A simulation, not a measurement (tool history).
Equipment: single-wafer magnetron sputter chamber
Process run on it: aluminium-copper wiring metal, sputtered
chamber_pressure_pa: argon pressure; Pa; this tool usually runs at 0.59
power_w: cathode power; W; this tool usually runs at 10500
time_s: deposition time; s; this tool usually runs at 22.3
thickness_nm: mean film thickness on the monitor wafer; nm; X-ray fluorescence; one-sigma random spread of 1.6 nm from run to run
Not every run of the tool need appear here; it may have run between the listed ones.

| run | hour | chamber_pressure_pa | power_w | time_s | read-back reference wafer on the same gauge, thickness_nm | thickness_nm |
|---|---|---|---|---|---|---|
| 1 | 0 | 0.59 | 10500 | 22.3 | 420.73 | 393.951 |
| 2 | 66.1 | 0.709 | 12350 | 22.3 | 420.869 | 431.955 |
| 3 | 145.9 | 0.709 | 12350 | 22.3 | 420.759 | 430.978 |
| 4 | 240.9 | 0.709 | 12350 | 22.3 | 421.298 | 431.968 |
| 5 | 296.4 | 0.59 | 10500 | 22.3 | 420.664 | 389.512 |
|  | 332 | sputter target and shields replaced |
| 6 | 391.4 | 0.59 | 10500 | 22.3 | 421.488 | 394.938 |
| 7 | 452.3 | 0.59 | 9300 | 19.3 | 420.83 | 303.395 |
| 8 | 496.3 | 0.59 | 9300 | 19.3 | 421.323 | 305.873 |
| 9 | 532.4 | 0.59 | 9300 | 19.3 | 421.091 | 304.389 |
| 10 | 611.2 | 0.59 | 10500 | 22.3 | 421.383 | 395.615 |
| 11 | 664.9 | 0.59 | 8650 | 22.3 | 420.855 | 328.673 |
| 12 | 704 | 0.59 | 10500 | 22.3 | 421.191 | 395.309 |
| 13 | 758.3 | 0.59 | 11600 | 24.8 | 420.883 | 478.334 |
| 14 | 862.2 | 0.59 | 10500 | 22.3 | 420.642 | 395.28 |
| 15 | 935.6 | 0.412 | 10500 | 22.3 | 420.967 | 422.019 |
|  | 967.7 | sputter target and shields replaced |
| 16 | 1019.9 | 0.59 | 10500 | 22.3 | 421.249 | 400.327 |
| 17 | 1127.8 | 0.769 | 10500 | 23.5 | 421.373 | 391.98 |
| 18 | 1170.5 | 0.59 | 10500 | 22.3 | 420.807 | 402.704 |
| 19 | 1217.2 | 0.59 | 10500 | 22.3 | 421.559 | 400.646 |
|  | 1251.8 | gauge calibrated |
| 20 | 1305.4 | 0.662 | 9750 | 20.2 | 420.936 | 329.567 |
| 21 | 1358.3 | 0.453 | 9750 | 25.7 | 420.536 | 455.987 |
| 22 | 1434 | 0.655 | 11500 | 24.3 | 421.518 | 468.132 |
| 23 | 1524.7 | 0.703 | 11400 | 23.6 | 421.574 | 442.064 |
|  | 1597.1 | capacitance manometer re-zeroed and calibrated |
| 24 | 1614 | 0.372 | 11300 | 22.3 | 420.416 | 452.312 |
|  | 1663 | sputter target and shields replaced |
| 25 | 1663.5 | 0.649 | 10500 | 22.3 | 421.07 | 381.07 |
|  | 1705 | magnet pack replaced |
| 26 | 1938.1 | 0.709 | 12350 | 22.3 | 421.433 | 429.7 |
| 27 | 1990.3 | 0.709 | 12350 | 22.3 | 420.852 | 427.585 |
| 28 | 2035.8 | 0.59 | 10500 | 22.3 | 420.778 | 387.459 |
| 29 | 2088.3 | 0.361 | 8200 | 25.1 | 421.076 | 381.638 |
| 30 | 2158.4 | 0.391 | 11350 | 26.5 | 420.533 | 543.855 |
| 31 | 2203.6 | 0.59 | 12750 | 19.5 | 420.839 | 406.649 |
| 32 | 2243.9 | 0.491 | 11400 | 22.3 | 421.478 | 436.793 |
|  | 2282.4 | sputter target and shields replaced |
| 33 | 2336.3 | 0.59 | 10500 | 25 | 420.585 | 440.325 |
| 34 | 2433.3 | 0.395 | 12250 | 19.9 | 420.6 | 442.394 |

Predict each of these 4 candidate next runs independently; none follows another, all start after run 34:
| A | 2433.7 | 0.59 | 10500 | 22.3 | ? | ? |
| B | 2433.7 | 0.59 | 9250 | 18.6 | ? | ? |
| C | 2433.7 | 0.737 | 10500 | 19.6 | ? | ? |
| D | 2433.7 | 0.808 | 9200 | 22.3 | ? | ? |

| run | read-back reference wafer on the same gauge, thickness_nm | thickness_nm |
|---|---|---|
| A | 421.155 | 390.719 |
| B | 421.155 | 288.778 |
| C | 421.155 | 321.283 |
| D | 421.155 | 312.253 |
With no hidden state in the tool, these same runs would have given:
| run | thickness_nm |
|---|---|
| A | 390.04 |
| B | 288.276 |
| C | 320.287 |
| D | 311.088 |
